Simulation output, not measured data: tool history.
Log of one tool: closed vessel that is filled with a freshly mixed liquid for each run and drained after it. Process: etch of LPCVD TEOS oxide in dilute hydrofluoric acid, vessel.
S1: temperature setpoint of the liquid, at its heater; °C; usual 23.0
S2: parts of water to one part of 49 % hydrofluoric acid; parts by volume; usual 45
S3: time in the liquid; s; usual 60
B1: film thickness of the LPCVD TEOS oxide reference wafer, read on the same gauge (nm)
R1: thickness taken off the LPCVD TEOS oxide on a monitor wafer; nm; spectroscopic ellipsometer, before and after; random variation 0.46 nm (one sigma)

{"run": 1, "hour": 0.0, "S1": 19.5, "S2": 50, "S3": 60, "B1": 109.99, "R1": 65.72}
{"run": 2, "hour": 96.4, "S1": 19.5, "S2": 50, "S3": 60, "B1": 109.98, "R1": 65.92}
{"run": 3, "hour": 207.1, "S1": 19.5, "S2": 50, "S3": 60, "B1": 110.0, "R1": 66.83}
{"run": 4, "hour": 306.7, "S1": 23.0, "S2": 45, "S3": 60, "B1": 110.01, "R1": 86.45}
{"run": 5, "hour": 404.2, "S1": 21.0, "S2": 45, "S3": 60, "B1": 109.98, "R1": 79.78}
{"run": 6, "hour": 490.0, "S1": 21.0, "S2": 45, "S3": 60, "B1": 110.04, "R1": 80.82}
{"run": 7, "hour": 590.4, "S1": 21.0, "S2": 45, "S3": 60, "B1": 110.01, "R1": 81.73}
{"hour": 683.7, "done": "hydrofluoric acid flow meter replaced"}
{"hour": 687.6, "done": "gauge calibrated"}
{"run": 8, "hour": 688.3, "S1": 23.0, "S2": 45, "S3": 70, "B1": 110.0, "R1": 103.11}
{"run": 9, "hour": 769.8, "S1": 18.5, "S2": 45, "S3": 85, "B1": 109.97, "R1": 104.5}
{"run": 10, "hour": 863.6, "S1": 23.0, "S2": 35, "S3": 45, "B1": 110.0, "R1": 88.39}
{"run": 11, "hour": 955.1, "S1": 23.0, "S2": 55, "S3": 60, "B1": 109.98, "R1": 71.67}
{"hour": 975.5, "done": "thermometer replaced"}
{"run": 12, "hour": 1028.8, "S1": 23.0, "S2": 45, "S3": 90, "B1": 110.01, "R1": 121.76}
{"run": 13, "hour": 1096.9, "S1": 21.0, "S2": 45, "S3": 60, "B1": 109.96, "R1": 75.55}
{"run": 14, "hour": 1158.1, "S1": 28.0, "S2": 45, "S3": 60, "B1": 110.01, "R1": 101.11}
{"run": 15, "hour": 1222.8, "S1": 21.5, "S2": 35, "S3": 60, "B1": 109.97, "R1": 100.34}
{"run": 16, "hour": 1280.8, "S1": 21.0, "S2": 55, "S3": 30, "B1": 110.03, "R1": 30.6}

Forecast each of these 3 alternatives for the next run:
{"run": "A", "hour": 1281.5, "S1": 23.0, "S2": 45, "S3": 60, "B1": "?", "R1": "?"}
{"run": "B", "hour": 1281.5, "S1": 19.0, "S2": 65, "S3": 70, "B1": "?", "R1": "?"}
{"run": "C", "hour": 1281.5, "S1": 23.0, "S2": 45, "S3": 40, "B1": "?", "R1": "?"}

run=A B1=109.98 R1=82.59
run=B B1=109.98 R1=55.05
run=C B1=109.98 R1=55.06
Without the tool's hidden state the same runs would have given:
run=A R1=80.52
run=B R1=53.65
run=C R1=53.68
